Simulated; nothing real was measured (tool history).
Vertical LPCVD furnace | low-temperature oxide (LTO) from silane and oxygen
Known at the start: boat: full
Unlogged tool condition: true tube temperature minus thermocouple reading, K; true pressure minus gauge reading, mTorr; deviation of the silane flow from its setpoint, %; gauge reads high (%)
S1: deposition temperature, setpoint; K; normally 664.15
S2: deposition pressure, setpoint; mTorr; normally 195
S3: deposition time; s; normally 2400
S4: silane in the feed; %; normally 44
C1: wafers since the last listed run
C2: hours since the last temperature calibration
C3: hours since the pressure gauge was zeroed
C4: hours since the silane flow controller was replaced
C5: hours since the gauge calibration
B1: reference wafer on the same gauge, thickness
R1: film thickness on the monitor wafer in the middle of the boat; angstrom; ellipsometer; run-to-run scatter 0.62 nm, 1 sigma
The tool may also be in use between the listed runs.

run,hour,S1,S2,S3,S4,C1,C2,C3,C4,C5,B1,R1
1,0.0,672.15,215,2400,44,0,1492.5,1236.7,5937.6,33.2,343.18,4150.4
2,18.8,672.15,215,2400,44,314,1511.3,1255.5,5956.4,52.0,342.86,4156.2
3,39.4,672.15,215,2400,44,344,1531.9,1276.1,5977.0,72.6,343.13,4145.7
4,68.1,664.15,195,1830,44,480,1560.6,1304.8,6005.7,101.3,343.01,2648.7
5,85.0,664.15,195,1830,44,282,1577.5,1321.7,6022.6,118.2,343.23,2658.6
6,117.0,664.15,195,1830,44,535,1609.5,1353.7,6054.6,150.2,343.03,2656.6
7,149.4,664.15,195,2400,44,542,1641.9,1386.1,6087.0,182.6,342.97,3491.5
8,172.0,664.15,185,2400,44,378,1664.5,1408.7,6109.6,205.2,342.76,3327.9
9,185.8,664.15,195,2400,44,231,1678.3,1422.5,6123.4,219.0,343.05,3504.6

What does the tool deliver on the next run?
10,220.9,672.15,215,2400,44,587,1713.4,1457.6,6158.5,254.1,?,?

For run 10 the tool returned B1 342.96, R1 4184.4 angstrom.
On a tool with no hidden condition, and with the same random variation, this run would have come out at R1 3852.0 angstrom.
